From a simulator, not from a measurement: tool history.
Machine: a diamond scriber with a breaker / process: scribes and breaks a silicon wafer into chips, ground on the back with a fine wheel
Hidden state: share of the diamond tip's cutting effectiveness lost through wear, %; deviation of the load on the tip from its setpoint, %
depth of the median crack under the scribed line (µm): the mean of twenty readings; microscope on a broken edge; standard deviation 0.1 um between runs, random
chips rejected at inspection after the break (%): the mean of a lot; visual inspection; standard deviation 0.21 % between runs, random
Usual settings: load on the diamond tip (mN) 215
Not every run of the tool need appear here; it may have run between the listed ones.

run    hour  load on the diamond tip (mN)  wafers since the last listed run  hours since the diamond tip was replaced  hours since the load on the tip was calibrated  incoming depth of the damage left on the back of the incoming wafer, um  depth of the median crack under the scribed line (µm)  chips rejected at inspection after the break (%)
  1     0.0                           215                                 0                                     429.2                                           119.8                                                                     2.12                                                   9.94                                              3.38
  2    32.1                           215                               136                                     461.3                                           151.9                                                                     2.08                                                  10.06                                              3.09
  3   234.1                           215                               860                                     663.3                                           353.9                                                                     2.61                                                   9.97                                              4.21
  4   299.3                           215                               277                                     728.5                                           419.1                                                                     2.38                                                  10.01                                              3.34
      364.2  -- diamond tip replaced by a new one
  5   366.2                           215                               276                                       2.0                                           486.0                                                                     1.93                                                  11.47                                              2.31
  6   414.5                           215                               205                                      50.3                                           534.3                                                                     1.61                                                  11.26                                              2.20
  7   472.6                           215                               247                                     108.4                                           592.4                                                                     1.91                                                  11.07                                              2.47
  8   497.1                           215                               104                                     132.9                                           616.9                                                                     2.69                                                  10.95                                              3.53
  9   537.4                           215                               171                                     173.2                                           657.2                                                                     2.99                                                  10.89                                              4.23
 10   581.3                           250                               186                                     217.1                                           701.1                                                                     1.94                                                  11.86                                              2.43
 11   639.5                           247                               247                                     275.3                                           759.3                                                                     2.18                                                  11.47                                              2.89
 12   678.5                           247                               166                                     314.3                                           798.3                                                                     2.31                                                  11.62                                              3.13
 13   750.5                           247                               306                                     386.3                                           870.3                                                                     1.94                                                  11.66                                              2.89
 14   784.6                           215                               145                                     420.4                                           904.4                                                                     1.58                                                  10.70                                              2.25
 15   810.2                           180                               109                                     446.0                                           930.0                                                                     2.79                                                   9.71                                              6.05
 16   844.1                           189                               144                                     479.9                                           963.9                                                                     2.59                                                   9.74                                              4.36
 17   915.1                           188                               302                                     550.9                                          1034.9                                                                     1.81                                                   9.76                                              3.49
      949.4  -- load on the tip recalibrated
 18   974.4                           268                               244                                     610.2                                            25.0                                                                     2.21                                                  11.44                                              2.87
 19  1041.5                           163                               285                                     677.3                                            92.1                                                                     2.96                                                   8.26                                             12.19
     1056.1  -- diamond tip replaced by a new one
 20  1092.5                           265                               208                                      36.4                                           143.1                                                                     1.56                                                  12.36                                              3.45
 21  1119.7                           215                               115                                      63.6                                           170.3                                                                     2.52                                                  10.83                                              2.99
 22  1156.2                           164                               155                                     100.1                                           206.8                                                                     1.90                                                   9.06                                              6.31
 23  1221.9                           152                               279                                     165.8                                           272.5                                                                     2.86                                                   8.71                                              9.78
 24  1287.0                           215                               277                                     230.9                                           337.6                                                                     2.92                                                  10.41                                              3.47
 25  1319.4                           215                               137                                     263.3                                           370.0                                                                     2.26                                                  10.43                                              3.35
 26  1379.4                           197                               255                                     323.3                                           430.0                                                                     2.67                                                   9.83                                              4.55

What was the tool's hidden state at every run in the log?
H1: share of the diamond tip's cutting effectiveness lost through wear, %
H2: deviation of the load on the tip from its setpoint, %
run     H1     H2
  1   14.3   2.18
  2   14.7   2.59
  3   16.2   5.14
  4   16.5   5.96
  5  0.608    6.8
  6   3.49   7.41
  7    6.3   8.15
  8   7.31   8.46
  9   8.77   8.96
 10   10.1   9.52
 11   11.6   10.3
 12   12.4   10.7
 13   13.6   11.7
 14   14.1   12.1
 15   14.4   12.4
 16   14.8   12.8
 17   15.4   13.7
 18   15.8  0.963
 19   16.1   1.81
 20   2.79   2.45
 21   4.27    2.8
 22   6.02   3.26
 23    8.6   4.09
 24   10.6   4.91
 25   11.4   5.32
 26   12.7   6.07

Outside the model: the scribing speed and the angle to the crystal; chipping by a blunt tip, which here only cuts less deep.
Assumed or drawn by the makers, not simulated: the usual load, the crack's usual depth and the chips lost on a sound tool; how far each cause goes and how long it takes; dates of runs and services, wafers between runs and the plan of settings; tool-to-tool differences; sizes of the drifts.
